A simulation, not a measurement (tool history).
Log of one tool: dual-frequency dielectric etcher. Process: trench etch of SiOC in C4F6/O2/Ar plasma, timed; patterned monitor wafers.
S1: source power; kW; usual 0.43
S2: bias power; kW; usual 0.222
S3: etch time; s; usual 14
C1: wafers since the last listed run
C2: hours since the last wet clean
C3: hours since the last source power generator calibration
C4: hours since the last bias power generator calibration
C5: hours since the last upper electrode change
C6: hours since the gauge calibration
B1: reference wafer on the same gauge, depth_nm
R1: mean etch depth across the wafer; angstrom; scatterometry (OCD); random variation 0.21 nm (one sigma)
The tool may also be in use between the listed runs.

run,day,S1,S2,S3,C1,C2,C3,C4,C5,C6,B1,R1
1,0,0.43,0.222,14,0,184.2,3489.1,1576.2,4797.9,100.9,37,304.9
2,0.683,0.43,0.222,14,191,200.6,3505.5,1592.6,4814.3,117.3,37.04,304.3
3,1.233,0.43,0.222,14,154,213.8,3518.7,1605.8,4827.5,130.5,37.07,304.9
4,1.708,0.43,0.222,14,133,225.2,3530.1,1617.2,4838.9,141.9,37.01,305.1
5,2.183,0.43,0.222,14,133,236.6,3541.5,1628.6,4850.3,153.3,36.95,305.4
# day 2.538: gauge calibrated
6,2.721,0.43,0.222,14,151,249.5,3554.4,1641.5,4863.2,4.4,37.02,301.2
7,3.462,0.43,0.222,14,208,267.3,3572.2,1659.3,4881,22.2,36.97,301.6
8,4.021,0.43,0.222,14,156,280.7,3585.6,1672.7,4894.4,35.6,36.98,296.8
9,4.708,0.43,0.222,14,193,297.2,3602.1,1689.2,4910.9,52.1,37.03,298.9
# day 6.238: source power generator calibrated
10,6.892,0.43,0.222,14,566,349.6,15.7,1741.6,4963.3,104.5,37.03,298
# day 7.904: bias power generator calibrated
# day 8.742: gauge calibrated
# day 9.317: upper electrode replaced
# day 9.35: wet clean of the chamber
11,9.371,0.46,0.222,11,359,0.5,75.2,35.2,1.3,15.1,37.02,257.3
12,9.504,0.49,0.222,16,37,3.7,78.4,38.4,4.5,18.3,36.9,388.9
13,9.771,0.35,0.175,17,74,10.1,84.8,44.8,10.9,24.7,36.94,315.1
14,10.183,0.43,0.222,10.5,115,20,94.7,54.7,20.8,34.6,37.02,235.8
15,10.433,0.43,0.262,15,70,26,100.7,60.7,26.8,40.6,37.03,345.6
16,10.7,0.43,0.179,12.5,74,32.4,107.1,67.1,33.2,47,37.07,266.3
17,11.296,0.49,0.171,14,167,46.7,121.4,81.4,47.5,61.3,36.93,316.5
18,11.754,0.43,0.222,14,128,57.7,132.4,92.4,58.5,72.3,36.96,307.2
19,12.396,0.43,0.222,14,180,73.1,147.8,107.8,73.9,87.7,37.03,314.6
20,12.925,0.33,0.222,18,148,85.8,160.5,120.5,86.6,100.4,37.08,329.4

4 ways to go on from here, each from the tool as it stands after run 20. What would each give?
A,12.942,0.43,0.185,14,4,86.2,160.9,120.9,87,100.8,?,?
B,12.942,0.43,0.222,12,4,86.2,160.9,120.9,87,100.8,?,?
C,12.942,0.35,0.179,18,4,86.2,160.9,120.9,87,100.8,?,?
D,12.942,0.47,0.249,14,4,86.2,160.9,120.9,87,100.8,?,?

run,B1,R1
A,37,299
B,37,266.8
C,37,333.1
D,37,337.1
Without the tool's hidden state the same runs would have given:
run,R1
A,302.7
B,270
C,337.1
D,341.2

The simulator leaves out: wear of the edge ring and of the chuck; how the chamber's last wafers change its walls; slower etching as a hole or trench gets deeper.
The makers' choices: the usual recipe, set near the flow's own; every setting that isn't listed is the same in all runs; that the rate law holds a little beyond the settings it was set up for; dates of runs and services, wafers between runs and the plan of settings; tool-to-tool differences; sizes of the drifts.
